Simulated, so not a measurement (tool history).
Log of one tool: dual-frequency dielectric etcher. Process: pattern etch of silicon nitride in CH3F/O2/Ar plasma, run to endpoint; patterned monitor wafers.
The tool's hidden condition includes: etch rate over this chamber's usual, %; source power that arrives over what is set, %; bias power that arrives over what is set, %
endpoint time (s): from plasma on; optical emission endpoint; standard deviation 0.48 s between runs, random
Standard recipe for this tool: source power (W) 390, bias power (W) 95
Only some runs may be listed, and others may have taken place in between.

run    hour  source power (W)  bias power (W)  wafers since the last listed run  hours since the last wet clean  hours since the last source power generator calibration  hours since the last bias power generator calibration  hours since the last upper electrode change  incoming incoming film thickness, nm  endpoint time (s)
  1     0.0               390              95                                 0                           489.6                                                   1348.1                                                 3427.7                                       3203.2                                  56.0               75.5
       40.8  -- wet clean of the chamber
  2    50.9               390              95                               332                            10.1                                                   1399.0                                                 3478.6                                       3254.1                                  55.2               75.9
  3   184.1               370             101                              1644                           143.3                                                   1532.2                                                 3611.8                                       3387.3                                  55.7               76.7
  4   251.5               370             101                               832                           210.7                                                   1599.6                                                 3679.2                                       3454.7                                  56.2               77.4
  5   299.8               370             101                               596                           259.0                                                   1647.9                                                 3727.5                                       3503.0                                  55.9               78.2
  6   333.8               390              95                               419                           293.0                                                   1681.9                                                 3761.5                                       3537.0                                  55.5               77.5
  7   389.2               390              95                               683                           348.4                                                   1737.3                                                 3816.9                                       3592.4                                  55.5               77.6
  8   452.6               320             101                               782                           411.8                                                   1800.7                                                 3880.3                                       3655.8                                  55.5               82.0
  9   490.3               320             101                               465                           449.5                                                   1838.4                                                 3918.0                                       3693.5                                  55.6               82.3
      529.9  -- wet clean of the chamber, repeated, since the last time left the tool worse
 10   536.4               320             101                               272                             6.5                                                   1884.5                                                 3964.1                                       3739.6                                  55.9               77.2
 11   565.2               390             113                               355                            35.3                                                   1913.3                                                 3992.9                                       3768.4                                  55.8               69.4
 12   637.0               390             113                               886                           107.1                                                   1985.1                                                 4064.7                                       3840.2                                  55.4               68.4
      665.4  -- bias power generator calibrated
      695.1  -- upper electrode replaced
 13   695.6               290              83                               377                           165.7                                                   2043.7                                                   30.2                                          0.5                                  55.6               87.3
 14   724.2               390              72                               353                           194.3                                                   2072.3                                                   58.8                                         29.1                                  55.7               82.2
 15   792.3               480              95                               840                           262.4                                                   2140.4                                                  126.9                                         97.2                                  55.3               67.8
 16   858.6               370             101                               818                           328.7                                                   2206.7                                                  193.2                                        163.5                                  55.8               74.6
 17   924.5               390              95                               813                           394.6                                                   2272.6                                                  259.1                                        229.4                                  54.9               73.1
 18   966.2               390              95                               514                           436.3                                                   2314.3                                                  300.8                                        271.1                                  55.8               74.2
     1009.5  -- wet clean of the chamber
 19  1017.9               430             102                               341                             8.4                                                   2366.0                                                  352.5                                        322.8                                  55.6               68.8
 20  1050.4               490              81                               401                            40.9                                                   2398.5                                                  385.0                                        355.3                                  55.5               70.7
 21  1106.2               470              75                               688                            96.7                                                   2454.3                                                  440.8                                        411.1                                  56.1               74.3
 22  1161.8               390              95                               686                           152.3                                                   2509.9                                                  496.4                                        466.7                                  55.8               73.4
 23  1190.8               390              95                               358                           181.3                                                   2538.9                                                  525.4                                        495.7                                  55.7               73.7
 24  1262.8               390              95                               888                           253.3                                                   2610.9                                                  597.4                                        567.7                                  56.6               75.0
 25  1314.1               440             118                               633                           304.6                                                   2662.2                                                  648.7                                        619.0                                  55.9               65.8
 26  1346.9               350             117                               404                           337.4                                                   2695.0                                                  681.5                                        651.8                                  55.6               72.2
 27  1398.8               340              81                               640                           389.3                                                   2746.9                                                  733.4                                        703.7                                  55.9               84.4
     1445.6  -- source power generator calibrated
     1534.1  -- wet clean of the chamber
 28  1606.5               480             113                              2218                            72.4                                                    160.9                                                  941.1                                        911.4                                  55.3               63.0
 29  1642.4               350             119                               443                           108.3                                                    196.8                                                  977.0                                        947.3                                  55.9               70.1
 30  1672.8               390             111                               375                           138.7                                                    227.2                                                 1007.4                                        977.7                                  56.0               70.3
 31  1704.5               440             113                               391                           170.4                                                    258.9                                                 1039.1                                       1009.4                                  56.0               66.4
 32  1750.0               470              95                               561                           215.9                                                    304.4                                                 1084.6                                       1054.9                                  55.3               68.3
 33  1804.0               390              95                               666                           269.9                                                    358.4                                                 1138.6                                       1108.9                                  55.5               73.5
     1998.7  -- wet clean of the chamber
 34  2004.5               390              95                              2179                             5.8                                                    558.9                                                 1339.1                                       1309.4                                  55.4               71.7

Each row is a separate what-if for the run after 34, all from the same tool condition, not one after another. Results?
  A  2004.9               390              95                                 4                             6.2                                                    559.3                                                 1339.5                                       1309.8                                  56.1                  ?
  B  2004.9               450              78                                 4                             6.2                                                    559.3                                                 1339.5                                       1309.8                                  56.1                  ?
  C  2004.9               430              74                                 4                             6.2                                                    559.3                                                 1339.5                                       1309.8                                  56.1                  ?
  D  2004.9               450              95                                 4                             6.2                                                    559.3                                                 1339.5                                       1309.8                                  56.1                  ?
  E  2004.9               460             109                                 4                             6.2                                                    559.3                                                 1339.5                                       1309.8                                  56.1                  ?

run  endpoint time (s)
  A               73.9
  B               74.8
  C               77.6
  D               69.8
  E               65.8
With the hidden condition removed and each run's random variation left untouched, the same runs would have given:
run  endpoint time (s)
  A               74.1
  B               75.0
  C               77.8
  D               70.0
  E               66.0

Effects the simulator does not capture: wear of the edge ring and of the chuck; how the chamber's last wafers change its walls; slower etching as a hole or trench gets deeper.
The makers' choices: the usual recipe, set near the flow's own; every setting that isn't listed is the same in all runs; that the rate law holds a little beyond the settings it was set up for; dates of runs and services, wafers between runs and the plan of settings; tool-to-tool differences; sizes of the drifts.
